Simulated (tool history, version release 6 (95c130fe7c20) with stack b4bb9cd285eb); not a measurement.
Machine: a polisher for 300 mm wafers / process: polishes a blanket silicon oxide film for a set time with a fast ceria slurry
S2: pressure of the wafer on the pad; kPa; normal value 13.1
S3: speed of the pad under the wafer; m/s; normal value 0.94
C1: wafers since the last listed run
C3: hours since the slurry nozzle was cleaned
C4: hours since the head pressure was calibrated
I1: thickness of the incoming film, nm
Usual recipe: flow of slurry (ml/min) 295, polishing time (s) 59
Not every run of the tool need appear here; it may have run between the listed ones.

Run 1, hour 0.0: usual settings; C1 0; wafers polished on this pad 1088; C3 211.4; C4 1137.4; I1 3622.5. Result: film removed (angstrom) 5094.
Run 2, hour 35.9: usual settings; C1 518; wafers polished on this pad 1606; C3 247.3; C4 1173.3; I1 3634.2. Result: film removed (angstrom) 5012.
At hour 52.7: slurry nozzle cleaned.
At hour 85.9: worn pad replaced by a new one.
Run 3, hour 164.3: usual settings; C1 1781; wafers polished on this pad 1131; C3 111.6; C4 1301.7; I1 3624.8. Result: film removed (angstrom) 4953.
Run 4, hour 233.5: usual settings; C1 999; wafers polished on this pad 2130; C3 180.8; C4 1370.9; I1 3659.0. Result: film removed (angstrom) 4774.
At hour 276.8: worn pad replaced by a new one.
Run 5, hour 302.1: usual settings; C1 932; wafers polished on this pad 365; C3 249.4; C4 1439.5; I1 3692.7. Result: film removed (angstrom) 4672.
At hour 305.2: slurry nozzle cleaned.
At hour 343.6: head pressure recalibrated.
Run 6, hour 370.1: usual settings but flow of slurry (ml/min) 345; C1 938; wafers polished on this pad 1304; C3 64.9; C4 26.5; I1 3655.3. Result: film removed (angstrom) 5470.
Run 7, hour 413.8: usual settings but flow of slurry (ml/min) 345; C1 630; wafers polished on this pad 1935; C3 108.6; C4 70.2; I1 3606.1. Result: film removed (angstrom) 5542.
At hour 428.4: worn pad replaced by a new one.
Run 8, hour 460.9: usual settings but flow of slurry (ml/min) 345; C1 622; wafers polished on this pad 468; C3 155.7; C4 117.3; I1 3586.1. Result: film removed (angstrom) 5302.
Run 9, hour 524.4: usual settings but flow of slurry (ml/min) 330, polishing time (s) 54; C1 916; wafers polished on this pad 1385; C3 219.2; C4 180.8; I1 3638.3. Result: film removed (angstrom) 4982.
Run 10, hour 575.1: usual settings but flow of slurry (ml/min) 265, S2 17.2 kPa, S3 0.84 m/s, polishing time (s) 52; C1 731; wafers polished on this pad 2117; C3 269.9; C4 231.5; I1 3660.6. Result: film removed (angstrom) 5551.
At hour 591.4: slurry nozzle cleaned.
At hour 609.6: worn pad replaced by a new one.
Run 11, hour 610.1: usual settings but polishing time (s) 71; C1 433; wafers polished on this pad 7; C3 18.7; C4 266.5; I1 3663.6. Result: film removed (angstrom) 6444.
Run 12, hour 641.1: usual settings but flow of slurry (ml/min) 235, S2 17.2 kPa; C1 447; wafers polished on this pad 454; C3 49.7; C4 297.5; I1 3557.9. Result: film removed (angstrom) 6866.
Run 13, hour 668.3: usual settings but polishing time (s) 71; C1 392; wafers polished on this pad 847; C3 76.9; C4 324.7; I1 3611.0. Result: film removed (angstrom) 6443.
Run 14, hour 731.1: usual settings but flow of slurry (ml/min) 230, S2 16.5 kPa, S3 1.16 m/s, polishing time (s) 52; C1 906; wafers polished on this pad 1753; C3 139.7; C4 387.5; I1 3637.7. Result: film removed (angstrom) 6917.
At hour 795.9: worn pad replaced by a new one.
Run 15, hour 796.4: usual settings but S2 9.7 kPa, S3 1.20 m/s, polishing time (s) 52; C1 884; wafers polished on this pad 7; C3 205.0; C4 452.8; I1 3676.8. Result: film removed (angstrom) 4321.
At hour 833.3: slurry nozzle cleaned.
Run 16, hour 863.6: usual settings but flow of slurry (ml/min) 225, S2 11.0 kPa, S3 0.68 m/s, polishing time (s) 41; C1 955; wafers polished on this pad 962; C3 30.3; C4 520.0; I1 3605.5. Result: film removed (angstrom) 2345.

Each row is a separate what-if for the run after 16, all from the same tool condition, not one after another. Results?
Run A, hour 864.0: usual settings but flow of slurry (ml/min) 385; C1 5; wafers polished on this pad 968; C3 30.7; C4 520.4; I1 3643.9. Result: film removed (angstrom) ?.
Run B, hour 864.0: usual settings but S2 10.3 kPa, S3 1.06 m/s, polishing time (s) 41; C1 5; wafers polished on this pad 968; C3 30.7; C4 520.4; I1 3643.9. Result: film removed (angstrom) ?.
Run C, hour 864.0: usual settings but S3 1.14 m/s; C1 5; wafers polished on this pad 968; C3 30.7; C4 520.4; I1 3643.9. Result: film removed (angstrom) ?.

run  film removed (angstrom)
  A                     5467
  B                     3241
  C                     6283
What these runs would have given with no unlogged condition in the tool:
run  film removed (angstrom)
  A                     5690
  B                     3373
  C                     6539
